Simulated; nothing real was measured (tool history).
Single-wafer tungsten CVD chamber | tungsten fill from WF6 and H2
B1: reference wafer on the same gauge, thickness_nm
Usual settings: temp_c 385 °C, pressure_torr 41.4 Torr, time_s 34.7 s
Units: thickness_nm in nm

Run 1, hour 0: usual settings; B1 66.22. Result: thickness_nm 77.597 nm.
Run 2, hour 103.6: usual settings; B1 66.18. Result: thickness_nm 78.405 nm.
Run 3, hour 141.1: usual settings; B1 66.087. Result: thickness_nm 77.311 nm.
Run 4, hour 245.2: usual settings; B1 66.178. Result: thickness_nm 78.555 nm.
Run 5, hour 346.6: usual settings; B1 66.164. Result: thickness_nm 78.193 nm.
Run 6, hour 527.7: usual settings; B1 66.184. Result: thickness_nm 77.82 nm.
At hour 708.1: capacitance manometer re-zeroed and calibrated.
At hour 771: gauge calibrated.
Run 7, hour 774.7: usual settings; B1 66.204. Result: thickness_nm 76.76 nm.
Run 8, hour 860.9: usual settings; B1 66.156. Result: thickness_nm 76.118 nm.
At hour 971.4: showerhead replaced, of another model than before.
Run 9, hour 971.9: usual settings; B1 66.187. Result: thickness_nm 76.869 nm.
Run 10, hour 1009.3: usual settings; B1 66.137. Result: thickness_nm 77.021 nm.
Run 11, hour 1048.3: usual settings; B1 66.164. Result: thickness_nm 76.715 nm.
Run 12, hour 1121.8: usual settings but temp_c 371 °C, pressure_torr 45.9 Torr, time_s 29.5 s; B1 66.286. Result: thickness_nm 51.754 nm.
At hour 1149.9: thermocouple changed; heater temperature recalibrated.
Run 13, hour 1401.3: usual settings but temp_c 396 °C, pressure_torr 46.8 Torr; B1 66.195. Result: thickness_nm 99.145 nm.
Run 14, hour 1479.2: usual settings; B1 66.252. Result: thickness_nm 80.201 nm.
Run 15, hour 1535.8: usual settings; B1 66.091. Result: thickness_nm 79.948 nm.
At hour 1569.7: capacitance manometer re-zeroed and calibrated.
Run 16, hour 1629.1: usual settings but temp_c 390 °C, pressure_torr 51 Torr, time_s 36.9 s; B1 66.189. Result: thickness_nm 97.548 nm.
Run 17, hour 1728.9: usual settings but time_s 38.5 s; B1 66.26. Result: thickness_nm 87.288 nm.
Run 18, hour 1827.3: usual settings but temp_c 380 °C, pressure_torr 33.3 Torr, time_s 31.2 s; B1 66.139. Result: thickness_nm 62.672 nm.
Run 19, hour 1907.4: usual settings but time_s 30.1 s; B1 66.17. Result: thickness_nm 68.922 nm.
Run 20, hour 1987.1: usual settings but temp_c 379 °C, pressure_torr 48.4 Torr, time_s 32.6 s; B1 66.322. Result: thickness_nm 69.804 nm.
Run 21, hour 2040: usual settings but temp_c 396 °C, pressure_torr 46.7 Torr; B1 66.236. Result: thickness_nm 99.405 nm.
Run 22, hour 2088.7: usual settings but temp_c 377 °C, pressure_torr 34.2 Torr, time_s 31.8 s; B1 66.294. Result: thickness_nm 60.889 nm.

Measured less the same run without the tool's hidden state. The same run-to-run variation is in both; the gauge's scatter may not be:
The hidden state here: wafer temperature above the value expected at the setpoint (K); true pressure above the setpoint (%); gauge reads high (%).
run  thickness_nm
  1        -1.979
  2         -2.13
  3        -2.147
  4        -2.315
  5        -2.432
  6         -2.65
  7        -2.923
  8        -3.007
  9        -3.176
 10         -3.23
 11        -3.266
 12        -2.387
 13        -0.056
 14        -0.146
 15        -0.216
 16        -0.402
 17        -0.502
 18        -0.464
 19         -0.59
 20        -0.707
 21        -1.006
 22        -0.721
